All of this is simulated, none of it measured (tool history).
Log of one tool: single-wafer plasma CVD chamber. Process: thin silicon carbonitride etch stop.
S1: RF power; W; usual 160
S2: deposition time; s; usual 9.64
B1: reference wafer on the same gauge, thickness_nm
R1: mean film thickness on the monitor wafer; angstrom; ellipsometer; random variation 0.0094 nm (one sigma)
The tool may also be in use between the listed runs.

{"run": 1, "hour": 0.0, "S1": 160, "S2": 9.64, "B1": 5.89, "R1": 49.12}
{"run": 2, "hour": 28.6, "S1": 160, "S2": 9.64, "B1": 5.891, "R1": 49.21}
{"run": 3, "hour": 50.1, "S1": 160, "S2": 9.64, "B1": 5.893, "R1": 49.21}
{"run": 4, "hour": 74.1, "S1": 170, "S2": 8.89, "B1": 5.889, "R1": 46.31}
{"run": 5, "hour": 92.2, "S1": 170, "S2": 8.89, "B1": 5.89, "R1": 46.27}
{"run": 6, "hour": 108.9, "S1": 170, "S2": 8.89, "B1": 5.891, "R1": 46.42}
{"run": 7, "hour": 140.4, "S1": 170, "S2": 8.75, "B1": 5.892, "R1": 45.65}
{"run": 8, "hour": 152.8, "S1": 170, "S2": 8.75, "B1": 5.893, "R1": 45.65}
{"run": 9, "hour": 170.5, "S1": 170, "S2": 8.75, "B1": 5.89, "R1": 45.45}
{"run": 10, "hour": 209.5, "S1": 175, "S2": 9.64, "B1": 5.891, "R1": 50.04}
{"run": 11, "hour": 226.1, "S1": 160, "S2": 9.64, "B1": 5.892, "R1": 48.48}
{"run": 12, "hour": 257.1, "S1": 160, "S2": 9.64, "B1": 5.889, "R1": 48.42}
{"run": 13, "hour": 291.2, "S1": 180, "S2": 10.37, "B1": 5.891, "R1": 56.08}
{"run": 14, "hour": 313.2, "S1": 130, "S2": 7.88, "B1": 5.89, "R1": 38.12}
{"run": 15, "hour": 340.5, "S1": 160, "S2": 10.16, "B1": 5.89, "R1": 52.95}
{"run": 16, "hour": 375.0, "S1": 130, "S2": 9.64, "B1": 5.89, "R1": 46.63}
{"run": 17, "hour": 410.4, "S1": 160, "S2": 9.15, "B1": 5.893, "R1": 47.54}
{"run": 18, "hour": 422.7, "S1": 170, "S2": 9.64, "B1": 5.891, "R1": 50.91}
{"run": 19, "hour": 451.2, "S1": 135, "S2": 10.36, "B1": 5.888, "R1": 50.43}
{"run": 20, "hour": 465.4, "S1": 160, "S2": 9.64, "B1": 5.892, "R1": 50.21}
{"run": 21, "hour": 486.4, "S1": 160, "S2": 9.64, "B1": 5.891, "R1": 50.05}
{"run": 22, "hour": 550.0, "S1": 190, "S2": 8.27, "B1": 5.891, "R1": 45.35}
{"run": 23, "hour": 575.0, "S1": 130, "S2": 8.19, "B1": 5.895, "R1": 39.32}

Taken out of this log: 5 entries between the listed runs. Where each belongs, and how the hidden state differs across it:
Between runs 9 and 10: RF generator calibrated (hour 209.0)
  delivered RF power above the setpoint (%): -6.36 -> -9.58
  measured less the result without the state, R1: -1.07 -> -1.81 angstrom
Between runs 10 and 11: thermocouple changed; heater temperature recalibrated (hour 225.6)
  delivered RF power above the setpoint (%): -9.58 -> -9.76
  measured less the result without the state, R1: -1.81 -> -1.79 angstrom
Between runs 12 and 13: RF generator calibrated, repeated, since the last time left the tool worse (hour 290.7)
  delivered RF power above the setpoint (%): -10.1 -> -0.237
  measured less the result without the state, R1: -1.86 -> -0.05 angstrom
Between runs 15 and 16: gauge calibrated (hour 359.0)
  delivered RF power above the setpoint (%): -0.758 -> -1.1
  measured less the result without the state, R1: -0.15 -> -0.18 angstrom
Between runs 18 and 19: showerhead replaced (hour 438.9)
  delivered RF power above the setpoint (%): -1.54 -> -1.79
  measured less the result without the state, R1: -0.28 -> -0.32 angstrom

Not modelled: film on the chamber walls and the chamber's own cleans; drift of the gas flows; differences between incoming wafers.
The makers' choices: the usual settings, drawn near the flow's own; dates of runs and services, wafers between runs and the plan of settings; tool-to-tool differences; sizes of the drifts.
